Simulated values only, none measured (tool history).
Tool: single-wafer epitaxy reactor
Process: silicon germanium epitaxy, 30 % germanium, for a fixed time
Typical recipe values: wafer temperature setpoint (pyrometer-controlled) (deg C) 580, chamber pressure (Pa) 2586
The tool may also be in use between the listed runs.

run   hour  wafer temperature setpoint (pyrometer-controlled) (deg C)  chamber pressure (Pa)  wafers since the last listed run  hours since the last pyrometer calibration  hours since the last manometer calibration  hours since the showerhead was replaced  hours since the gauge calibration  read-back reference wafer on the same gauge, thickness_nm  mean film thickness on the monitor wafer (angstrom)
  1      0                                                        580                   3053                                 0                                      1351.1                                      1703.6                                   5613.8                                270                                                     35.457                                               499.17
  2   57.6                                                        580                   3053                              1229                                      1408.7                                      1761.2                                   5671.4                              327.6                                                     35.511                                               495.14
  3   89.4                                                        580                   3053                               678                                      1440.5                                        1793                                   5703.2                              359.4                                                     35.571                                               497.05
  4  144.6                                                        580                   2226                              1177                                      1495.7                                      1848.2                                   5758.4                              414.6                                                      35.49                                               411.85
  5  176.4                                                        580                   2226                               678                                      1527.5                                        1880                                   5790.2                              446.4                                                     35.457                                                413.3
     230.2  -- capacitance manometer re-zeroed and calibrated
  6  230.7                                                        580                   2786                               987                                      1581.8                                         0.5                                   5844.5                              500.7                                                     35.464                                               475.23
  7  252.1                                                        580                   2346                               456                                      1603.2                                        21.9                                   5865.9                              522.1                                                     35.522                                               434.93
  8  278.8                                                        594                   3053                               569                                      1629.9                                        48.6                                   5892.6                              548.8                                                     35.458                                               645.74
     315.2  -- gauge calibrated
     332.9  -- pyrometer calibrated
     357.2  -- showerhead replaced
  9  357.7                                                        575                   2586                              1342                                        24.8                                       127.5                                      0.5                               42.5                                                     35.501                                               337.57
 10  396.3                                                        580                   3053                               823                                        63.4                                       166.1                                     39.1                               81.1                                                     35.498                                                404.4
     406.2  -- pyrometer calibrated, repeated, since the last time left the tool worse
 11  445.4                                                        595                   2386                               877                                        39.2                                       215.2                                     88.2                              130.2                                                     35.545                                               541.06
 12    510                                                        580                   2586                              1378                                       103.8                                       279.8                                    152.8                              194.8                                                     35.427                                               427.99
 13  543.6                                                        580                   2586                               716                                       137.4                                       313.4                                    186.4                              228.4                                                     35.488                                               428.93
 14  576.3                                                        595                   2973                               697                                       170.1                                       346.1                                    219.1                              261.1                                                     35.489                                                614.3

Below, each run's measurement less what the same run would have read without the hidden state. Both values contain the same run-to-run variation, but the gauge's scatter may not be the same in both:
Hidden conditions of the tool in this case: wafer temperature above the value expected at the setpoint (K); true pressure above the setpoint (%); gauge reads high (%).
run  mean film thickness on the monitor wafer (angstrom)
  1                                               +22.84
  2                                               +24.54
  3                                                +25.7
  4                                               +22.88
  5                                                +23.9
  6                                               +29.36
  7                                               +27.57
  8                                               +40.95
  9                                               -54.49
 10                                               -64.43
 11                                                -2.31
 12                                                -1.79
 13                                                -1.71
 14                                                -2.22

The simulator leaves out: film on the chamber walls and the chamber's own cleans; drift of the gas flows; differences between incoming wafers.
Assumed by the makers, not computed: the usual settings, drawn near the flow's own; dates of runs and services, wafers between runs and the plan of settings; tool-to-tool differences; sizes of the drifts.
